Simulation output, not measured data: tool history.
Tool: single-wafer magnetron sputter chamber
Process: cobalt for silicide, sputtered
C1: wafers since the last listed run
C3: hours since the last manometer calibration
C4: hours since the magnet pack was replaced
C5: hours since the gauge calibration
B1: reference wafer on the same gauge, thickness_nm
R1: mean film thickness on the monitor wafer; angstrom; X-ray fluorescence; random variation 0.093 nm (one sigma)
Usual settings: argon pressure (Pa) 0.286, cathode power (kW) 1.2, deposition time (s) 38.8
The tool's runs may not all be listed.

{"run": 1, "hour": 0.0, "argon pressure (Pa)": 0.286, "cathode power (kW)": 1.2, "deposition time (s)": 42.6, "C1": 0, "wafers on the sputter target": 2643, "C3": 1023.4, "C4": 4749.9, "C5": 183.4, "B1": 24.519, "R1": 254.32}
{"run": 2, "hour": 27.9, "argon pressure (Pa)": 0.286, "cathode power (kW)": 1.2, "deposition time (s)": 42.6, "C1": 654, "wafers on the sputter target": 3297, "C3": 1051.3, "C4": 4777.8, "C5": 211.3, "B1": 24.491, "R1": 255.57}
{"run": 3, "hour": 50.9, "argon pressure (Pa)": 0.286, "cathode power (kW)": 1.2, "deposition time (s)": 42.6, "C1": 539, "wafers on the sputter target": 3837, "C3": 1074.3, "C4": 4800.8, "C5": 234.3, "B1": 24.484, "R1": 253.28}
{"run": 4, "hour": 76.0, "argon pressure (Pa)": 0.286, "cathode power (kW)": 1.2, "deposition time (s)": 38.8, "C1": 589, "wafers on the sputter target": 4427, "C3": 1099.4, "C4": 4825.9, "C5": 259.4, "B1": 24.501, "R1": 232.42}
{"hour": 98.9, "done": "sputter target and shields replaced"}
{"run": 5, "hour": 144.8, "argon pressure (Pa)": 0.286, "cathode power (kW)": 1.2, "deposition time (s)": 38.8, "C1": 1427, "wafers on the sputter target": 1077, "C3": 1168.2, "C4": 4894.7, "C5": 328.2, "B1": 24.516, "R1": 231.26}
{"run": 6, "hour": 178.2, "argon pressure (Pa)": 0.286, "cathode power (kW)": 1.2, "deposition time (s)": 38.8, "C1": 784, "wafers on the sputter target": 1861, "C3": 1201.6, "C4": 4928.1, "C5": 361.6, "B1": 24.516, "R1": 229.59}
{"run": 7, "hour": 227.2, "argon pressure (Pa)": 0.286, "cathode power (kW)": 1.2, "deposition time (s)": 38.8, "C1": 1150, "wafers on the sputter target": 3011, "C3": 1250.6, "C4": 4977.1, "C5": 410.6, "B1": 24.484, "R1": 231.87}
{"run": 8, "hour": 252.4, "argon pressure (Pa)": 0.286, "cathode power (kW)": 1.2, "deposition time (s)": 38.8, "C1": 591, "wafers on the sputter target": 3603, "C3": 1275.8, "C4": 5002.3, "C5": 435.8, "B1": 24.436, "R1": 232.74}
{"run": 9, "hour": 283.5, "argon pressure (Pa)": 0.286, "cathode power (kW)": 1.2, "deposition time (s)": 38.8, "C1": 730, "wafers on the sputter target": 4333, "C3": 1306.9, "C4": 5033.4, "C5": 466.9, "B1": 24.533, "R1": 230.34}
{"hour": 291.8, "done": "gauge calibrated"}
{"run": 10, "hour": 311.7, "argon pressure (Pa)": 0.286, "cathode power (kW)": 1.2, "deposition time (s)": 38.8, "C1": 662, "wafers on the sputter target": 4995, "C3": 1335.1, "C4": 5061.6, "C5": 19.9, "B1": 24.515, "R1": 232.57}
{"hour": 332.7, "done": "sputter target and shields replaced"}
{"run": 11, "hour": 333.2, "argon pressure (Pa)": 0.286, "cathode power (kW)": 1.2, "deposition time (s)": 38.8, "C1": 316, "wafers on the sputter target": 11, "C3": 1356.6, "C4": 5083.1, "C5": 41.4, "B1": 24.541, "R1": 231.44}
{"run": 12, "hour": 361.9, "argon pressure (Pa)": 0.286, "cathode power (kW)": 1.2, "deposition time (s)": 38.8, "C1": 673, "wafers on the sputter target": 685, "C3": 1385.3, "C4": 5111.8, "C5": 70.1, "B1": 24.463, "R1": 231.97}
{"hour": 396.3, "done": "capacitance manometer re-zeroed and calibrated"}
{"run": 13, "hour": 396.8, "argon pressure (Pa)": 0.323, "cathode power (kW)": 1.2, "deposition time (s)": 33.9, "C1": 631, "wafers on the sputter target": 1316, "C3": 0.5, "C4": 5146.7, "C5": 105, "B1": 24.527, "R1": 199.09}
{"hour": 426.2, "done": "magnet pack replaced"}
{"run": 14, "hour": 428.8, "argon pressure (Pa)": 0.286, "cathode power (kW)": 1.2, "deposition time (s)": 38.8, "C1": 563, "wafers on the sputter target": 1880, "C3": 32.5, "C4": 2.6, "C5": 137, "B1": 24.481, "R1": 232.63}
{"run": 15, "hour": 441.7, "argon pressure (Pa)": 0.243, "cathode power (kW)": 1.05, "deposition time (s)": 41, "C1": 302, "wafers on the sputter target": 2183, "C3": 45.4, "C4": 15.5, "C5": 149.9, "B1": 24.513, "R1": 228.26}
{"run": 16, "hour": 463.2, "argon pressure (Pa)": 0.286, "cathode power (kW)": 1.2, "deposition time (s)": 38.8, "C1": 504, "wafers on the sputter target": 2687, "C3": 66.9, "C4": 37, "C5": 171.4, "B1": 24.449, "R1": 230.13}
{"run": 17, "hour": 475.9, "argon pressure (Pa)": 0.233, "cathode power (kW)": 1.35, "deposition time (s)": 41.4, "C1": 298, "wafers on the sputter target": 2986, "C3": 79.6, "C4": 49.7, "C5": 184.1, "B1": 24.461, "R1": 266.49}
{"run": 18, "hour": 502.2, "argon pressure (Pa)": 0.323, "cathode power (kW)": 1.2, "deposition time (s)": 33.9, "C1": 617, "wafers on the sputter target": 3603, "C3": 105.9, "C4": 76, "C5": 210.4, "B1": 24.5, "R1": 200.75}
{"run": 19, "hour": 520.8, "argon pressure (Pa)": 0.286, "cathode power (kW)": 1.2, "deposition time (s)": 45.9, "C1": 436, "wafers on the sputter target": 4040, "C3": 124.5, "C4": 94.6, "C5": 229, "B1": 24.465, "R1": 274.58}
{"run": 20, "hour": 544.2, "argon pressure (Pa)": 0.218, "cathode power (kW)": 1.2, "deposition time (s)": 41.7, "C1": 549, "wafers on the sputter target": 4589, "C3": 147.9, "C4": 118, "C5": 252.4, "B1": 24.467, "R1": 252.03}
{"hour": 564.0, "done": "sputter target and shields replaced"}
{"run": 21, "hour": 564.6, "argon pressure (Pa)": 0.184, "cathode power (kW)": 1.2, "deposition time (s)": 44.6, "C1": 291, "wafers on the sputter target": 12, "C3": 168.3, "C4": 138.4, "C5": 272.8, "B1": 24.488, "R1": 273.46}
{"run": 22, "hour": 597.2, "argon pressure (Pa)": 0.33, "cathode power (kW)": 1.2, "deposition time (s)": 44.2, "C1": 765, "wafers on the sputter target": 778, "C3": 200.9, "C4": 171, "C5": 305.4, "B1": 24.514, "R1": 262.46}
{"run": 23, "hour": 628.6, "argon pressure (Pa)": 0.249, "cathode power (kW)": 1.2, "deposition time (s)": 38.8, "C1": 737, "wafers on the sputter target": 1515, "C3": 232.3, "C4": 202.4, "C5": 336.8, "B1": 24.494, "R1": 232.75}
{"run": 24, "hour": 663.3, "argon pressure (Pa)": 0.224, "cathode power (kW)": 1.2, "deposition time (s)": 38.8, "C1": 814, "wafers on the sputter target": 2330, "C3": 267, "C4": 237.1, "C5": 371.5, "B1": 24.499, "R1": 234.01}

Forecast each of these 3 alternatives for the next run:
{"run": "A", "hour": 663.7, "argon pressure (Pa)": 0.286, "cathode power (kW)": 1.2, "deposition time (s)": 34.2, "C1": 9, "wafers on the sputter target": 2339, "C3": 267.4, "C4": 237.5, "C5": 371.9, "B1": "?", "R1": "?"}
{"run": "B", "hour": 663.7, "argon pressure (Pa)": 0.257, "cathode power (kW)": 1.2, "deposition time (s)": 36.1, "C1": 9, "wafers on the sputter target": 2339, "C3": 267.4, "C4": 237.5, "C5": 371.9, "B1": "?", "R1": "?"}
{"run": "C", "hour": 663.7, "argon pressure (Pa)": 0.377, "cathode power (kW)": 1.2, "deposition time (s)": 32.9, "C1": 9, "wafers on the sputter target": 2339, "C3": 267.4, "C4": 237.5, "C5": 371.9, "B1": "?", "R1": "?"}

run=A B1=24.498 R1=204.49
run=B B1=24.498 R1=217.31
run=C B1=24.498 R1=192.64
Without the tool's hidden state the same runs would have given:
run=A R1=204.49
run=B R1=217.31
run=C R1=192.64

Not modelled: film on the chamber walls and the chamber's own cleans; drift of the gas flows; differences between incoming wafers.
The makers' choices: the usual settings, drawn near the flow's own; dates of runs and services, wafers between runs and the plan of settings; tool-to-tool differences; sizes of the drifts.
